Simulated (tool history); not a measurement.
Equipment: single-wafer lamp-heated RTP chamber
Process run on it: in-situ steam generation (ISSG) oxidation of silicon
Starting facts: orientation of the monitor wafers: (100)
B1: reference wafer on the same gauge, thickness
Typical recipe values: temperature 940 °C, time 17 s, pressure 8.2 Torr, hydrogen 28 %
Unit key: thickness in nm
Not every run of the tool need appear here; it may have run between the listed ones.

{"run": 1, "day": 0.0, "temperature": 940, "time": 17, "pressure": 8.2, "hydrogen": 28, "B1": 5.372, "thickness": 4.68}
{"run": 2, "day": 0.792, "temperature": 940, "time": 17, "pressure": 8.2, "hydrogen": 28, "B1": 5.372, "thickness": 4.719}
{"run": 3, "day": 1.625, "temperature": 940, "time": 17, "pressure": 8.2, "hydrogen": 20, "B1": 5.367, "thickness": 4.323}
{"run": 4, "day": 2.588, "temperature": 940, "time": 17, "pressure": 8.2, "hydrogen": 20, "B1": 5.37, "thickness": 4.321}
{"run": 5, "day": 3.808, "temperature": 940, "time": 17, "pressure": 8.2, "hydrogen": 20, "B1": 5.366, "thickness": 4.32}
{"run": 6, "day": 5.079, "temperature": 940, "time": 21, "pressure": 8.2, "hydrogen": 28, "B1": 5.37, "thickness": 5.079}
{"run": 7, "day": 6.512, "temperature": 940, "time": 17, "pressure": 8.2, "hydrogen": 23, "B1": 5.377, "thickness": 4.453}
{"run": 8, "day": 7.021, "temperature": 940, "time": 17, "pressure": 8.2, "hydrogen": 23, "B1": 5.374, "thickness": 4.47}
{"day": 7.721, "done": "pressure gauge zeroed"}
{"run": 9, "day": 7.912, "temperature": 940, "time": 17, "pressure": 8.2, "hydrogen": 23, "B1": 5.368, "thickness": 4.471}
{"run": 10, "day": 8.842, "temperature": 940, "time": 17, "pressure": 8.2, "hydrogen": 28, "B1": 5.373, "thickness": 4.702}
{"day": 9.333, "done": "pyrometer window cleaned and pyrometer calibrated"}
{"run": 11, "day": 9.521, "temperature": 940, "time": 14, "pressure": 8.2, "hydrogen": 28, "B1": 5.368, "thickness": 4.272}
{"day": 10.458, "done": "hydrogen flow controller replaced"}
{"run": 12, "day": 10.929, "temperature": 934, "time": 13, "pressure": 9.3, "hydrogen": 23, "B1": 5.367, "thickness": 3.85}
{"day": 11.083, "done": "gauge calibrated"}
{"run": 13, "day": 12.354, "temperature": 952, "time": 23, "pressure": 8.2, "hydrogen": 22, "B1": 5.369, "thickness": 5.069}
{"run": 14, "day": 13.242, "temperature": 940, "time": 17, "pressure": 8.2, "hydrogen": 28, "B1": 5.364, "thickness": 4.6}
{"run": 15, "day": 13.842, "temperature": 947, "time": 21, "pressure": 9.4, "hydrogen": 32, "B1": 5.375, "thickness": 5.178}
{"run": 16, "day": 15.033, "temperature": 940, "time": 17, "pressure": 8.9, "hydrogen": 28, "B1": 5.373, "thickness": 4.577}
{"run": 17, "day": 16.221, "temperature": 940, "time": 17, "pressure": 8.2, "hydrogen": 28, "B1": 5.365, "thickness": 4.614}
{"run": 18, "day": 17.271, "temperature": 956, "time": 17, "pressure": 8.2, "hydrogen": 28, "B1": 5.368, "thickness": 4.856}
{"run": 19, "day": 18.35, "temperature": 922, "time": 17, "pressure": 8.2, "hydrogen": 28, "B1": 5.375, "thickness": 4.42}
{"run": 20, "day": 19.171, "temperature": 946, "time": 17, "pressure": 7.8, "hydrogen": 32, "B1": 5.37, "thickness": 4.892}

3 options for the next run, each taken on its own from the tool as it stands now. Forecast them:
{"run": "A", "day": 19.192, "temperature": 940, "time": 17, "pressure": 9.7, "hydrogen": 28, "B1": "?", "thickness": "?"}
{"run": "B", "day": 19.192, "temperature": 924, "time": 15, "pressure": 7.7, "hydrogen": 32, "B1": "?", "thickness": "?"}
{"run": "C", "day": 19.192, "temperature": 940, "time": 17, "pressure": 9.6, "hydrogen": 24, "B1": "?", "thickness": "?"}

run=A B1=5.377 thickness=4.533
run=B B1=5.377 thickness=4.431
run=C B1=5.377 thickness=4.385
The same runs, with their run-to-run variation unchanged, on a tool lacking any hidden condition would have given:
run=A thickness=4.467
run=B thickness=4.374
run=C thickness=4.321
